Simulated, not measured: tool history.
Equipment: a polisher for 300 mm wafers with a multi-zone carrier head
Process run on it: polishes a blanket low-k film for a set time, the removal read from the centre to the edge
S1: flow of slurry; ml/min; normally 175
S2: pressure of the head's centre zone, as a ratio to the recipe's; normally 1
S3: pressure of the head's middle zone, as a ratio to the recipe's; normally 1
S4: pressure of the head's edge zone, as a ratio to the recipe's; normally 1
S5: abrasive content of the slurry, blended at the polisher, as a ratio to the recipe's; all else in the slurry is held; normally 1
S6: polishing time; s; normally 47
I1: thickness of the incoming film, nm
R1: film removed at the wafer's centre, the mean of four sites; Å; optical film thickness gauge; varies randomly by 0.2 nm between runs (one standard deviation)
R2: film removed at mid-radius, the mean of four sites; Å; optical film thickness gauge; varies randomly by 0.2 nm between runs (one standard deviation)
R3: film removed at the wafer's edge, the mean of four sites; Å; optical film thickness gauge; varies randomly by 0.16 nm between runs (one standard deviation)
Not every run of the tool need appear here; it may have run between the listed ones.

{"run": 1, "day": 0.0, "S1": 175, "S2": 1, "S3": 1, "S4": 1, "S5": 1, "S6": 47, "I1": 627.3, "R1": 214, "R2": 200, "R3": 195}
{"run": 2, "day": 2.704, "S1": 175, "S2": 1, "S3": 1, "S4": 1, "S5": 1, "S6": 47, "I1": 628.4, "R1": 218, "R2": 200, "R3": 196}
{"day": 4.175, "done": "slurry nozzle cleaned"}
{"run": 3, "day": 5.333, "S1": 175, "S2": 0.92, "S3": 1, "S4": 1, "S5": 1, "S6": 47, "I1": 631.2, "R1": 196, "R2": 196, "R3": 200}
{"day": 7.512, "done": "worn pad replaced by a new one"}
{"day": 7.921, "done": "centre zone pressure recalibrated"}
{"run": 4, "day": 8.05, "S1": 175, "S2": 1, "S3": 0.96, "S4": 1.1, "S5": 1, "S6": 38, "I1": 624.8, "R1": 157, "R2": 156, "R3": 169}
{"run": 5, "day": 9.921, "S1": 140, "S2": 1, "S3": 1, "S4": 1, "S5": 1, "S6": 47, "I1": 635.1, "R1": 184, "R2": 185, "R3": 190}
{"run": 6, "day": 11.342, "S1": 215, "S2": 0.9, "S3": 1, "S4": 1, "S5": 1.3, "S6": 56, "I1": 620.8, "R1": 259, "R2": 284, "R3": 281}
{"day": 12.55, "done": "edge zone pressure recalibrated"}
{"run": 7, "day": 13.217, "S1": 175, "S2": 1, "S3": 1.08, "S4": 0.93, "S5": 0.8, "S6": 41, "I1": 630.5, "R1": 144, "R2": 151, "R3": 135}
{"run": 8, "day": 14.692, "S1": 175, "S2": 1, "S3": 1, "S4": 1, "S5": 1, "S6": 47, "I1": 628, "R1": 201, "R2": 197, "R3": 198}
{"run": 9, "day": 15.883, "S1": 225, "S2": 1, "S3": 0.93, "S4": 1, "S5": 1, "S6": 40, "I1": 623.5, "R1": 180, "R2": 165, "R3": 174}
{"day": 18.246, "done": "slurry nozzle cleaned"}
{"run": 10, "day": 18.362, "S1": 215, "S2": 1.1, "S3": 0.89, "S4": 1, "S5": 1.15, "S6": 47, "I1": 633.5, "R1": 250, "R2": 207, "R3": 224}
{"run": 11, "day": 20.333, "S1": 175, "S2": 1, "S3": 1, "S4": 1, "S5": 1, "S6": 47, "I1": 629.8, "R1": 200, "R2": 197, "R3": 195}
{"run": 12, "day": 22.208, "S1": 175, "S2": 1, "S3": 0.92, "S4": 1, "S5": 1.1, "S6": 47, "I1": 628.9, "R1": 220, "R2": 196, "R3": 212}
{"day": 23.846, "done": "worn pad replaced by a new one"}
{"run": 13, "day": 23.904, "S1": 175, "S2": 0.95, "S3": 1, "S4": 1, "S5": 1, "S6": 47, "I1": 630.7, "R1": 195, "R2": 194, "R3": 195}
{"run": 14, "day": 25.879, "S1": 175, "S2": 1.08, "S3": 1, "S4": 1, "S5": 1, "S6": 47, "I1": 628.2, "R1": 222, "R2": 195, "R3": 200}
{"run": 15, "day": 28.267, "S1": 175, "S2": 1, "S3": 1, "S4": 1, "S5": 1, "S6": 39, "I1": 632.8, "R1": 171, "R2": 165, "R3": 164}
{"run": 16, "day": 29.65, "S1": 175, "S2": 1, "S3": 1, "S4": 1, "S5": 1, "S6": 47, "I1": 632.3, "R1": 211, "R2": 194, "R3": 199}
{"day": 31.054, "done": "slurry nozzle cleaned"}
{"run": 17, "day": 32.25, "S1": 135, "S2": 1, "S3": 1, "S4": 1, "S5": 1, "S6": 47, "I1": 627.7, "R1": 197, "R2": 189, "R3": 189}
{"run": 18, "day": 34.071, "S1": 175, "S2": 1.09, "S3": 1, "S4": 1, "S5": 1, "S6": 47, "I1": 626.7, "R1": 224, "R2": 200, "R3": 199}
{"run": 19, "day": 36.371, "S1": 175, "S2": 1, "S3": 1.03, "S4": 1, "S5": 0.85, "S6": 56, "I1": 638.7, "R1": 220, "R2": 211, "R3": 209}
{"run": 20, "day": 38.625, "S1": 175, "S2": 1, "S3": 0.92, "S4": 1.11, "S5": 1.15, "S6": 47, "I1": 632.8, "R1": 229, "R2": 199, "R3": 228}

Run 21, settings as shown, results not yet in. Your forecast:
{"run": 21, "day": 39.783, "S1": 175, "S2": 1.11, "S3": 1.07, "S4": 1, "S5": 1, "S6": 47, "I1": 640.5, "R1": "?", "R2": "?", "R3": "?"}

Run 21 measured R1 230 Å, R2 207 Å, R3 198 Å.
With no hidden state in the tool, this same run would have given R1 214 Å, R2 207 Å, R3 198 Å.
